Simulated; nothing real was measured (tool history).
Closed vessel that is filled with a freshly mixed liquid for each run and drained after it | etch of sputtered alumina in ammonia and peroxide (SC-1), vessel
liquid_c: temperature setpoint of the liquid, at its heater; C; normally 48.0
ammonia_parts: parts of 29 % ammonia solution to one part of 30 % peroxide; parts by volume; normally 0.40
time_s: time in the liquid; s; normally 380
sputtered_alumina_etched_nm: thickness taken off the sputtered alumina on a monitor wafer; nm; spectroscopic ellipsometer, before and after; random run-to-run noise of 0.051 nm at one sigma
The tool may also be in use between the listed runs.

run     day  liquid_c  ammonia_parts  time_s  read-back film thickness of the sputtered alumina reference wafer, read on the same gauge (nm)  sputtered_alumina_etched_nm
  1   0.000      48.0           0.40     380                                                                                          140.01                        14.49
  2   3.079      53.0           0.40     380                                                                                          140.00                        18.99
  3   5.954      53.0           0.40     380                                                                                          139.99                        19.06
      6.700  -- ammonia flow meter replaced
  4   9.654      48.0           0.40     380                                                                                          140.00                        14.50
  5  12.612      48.0           0.40     380                                                                                          140.00                        14.66
  6  16.321      52.0           0.40     425                                                                                          140.00                        20.30
  7  18.629      44.0           0.40     275                                                                                          139.99                         8.38
  8  20.858      40.0           0.55     280                                                                                          140.02                         7.00
  9  22.725      42.5           0.40     535                                                                                          140.01                        14.96
 10  26.854      51.0           0.40     235                                                                                          139.98                        10.64
     28.146  -- gauge calibrated
     29.033  -- thermometer replaced
     29.217  -- new drum of ammonia solution connected
 11  30.692      57.0           0.20     380                                                                                          139.97                        22.23
 12  32.588      48.0           0.40     535                                                                                          139.97                        20.47
 13  34.575      41.5           0.55     235                                                                                          140.04                         6.39
 14  37.892      42.0           0.40     195                                                                                          140.01                         5.27
 15  40.717      48.0           0.40     380                                                                                          139.94                        14.43
 16  42.283      52.5           0.40     380                                                                                          140.00                        18.53
 17  44.158      40.0           0.45     215                                                                                          139.97                         5.25
 18  45.800      48.0           0.40     505                                                                                          140.02                        19.33
 19  47.600      51.0           0.40     235                                                                                          140.00                        10.59
 20  49.554      48.0           0.40     380                                                                                          140.04                        14.51
 21  53.029      48.0           0.40     380                                                                                          140.02                        14.36
 22  55.450      57.0           0.50     240                                                                                          139.94                        15.12
     58.012  -- ammonia flow meter replaced
 23  58.833      48.0           0.40     380                                                                                          139.95                        14.67
 24  63.288      54.5           0.40     380                                                                                          139.99                        20.77
     66.821  -- new drum of ammonia solution connected
 25  76.771      56.5           0.40     605                                                                                          140.01                        36.72
 26  79.896      43.0           0.40     215                                                                                          139.98                         6.15
 27  83.721      54.0           0.50     300                                                                                          139.99                        16.28

What if the next run were any one of these 5? Each begins from the tool's condition after run 27:
  A  83.754      48.0           0.40     275                                                                                               ?                            ?
  B  83.754      48.0           0.30     310                                                                                               ?                            ?
  C  83.754      38.5           0.20     380                                                                                               ?                            ?
  D  83.754      40.5           0.35     515                                                                                               ?                            ?
  E  83.754      48.0           0.40     230                                                                                               ?                            ?

run  read-back film thickness of the sputtered alumina reference wafer, read on the same gauge (nm)  sputtered_alumina_etched_nm
  A                                                                                          140.00                        10.54
  B                                                                                          140.00                        11.56
  C                                                                                          140.00                         7.87
  D                                                                                          140.00                        12.68
  E                                                                                          140.00                         8.81
Take away the tool's hidden state, keep each run's random variation, and the runs would have read:
run  sputtered_alumina_etched_nm
  A                        10.60
  B                        11.63
  C                         7.92
  D                        12.76
  E                         8.87
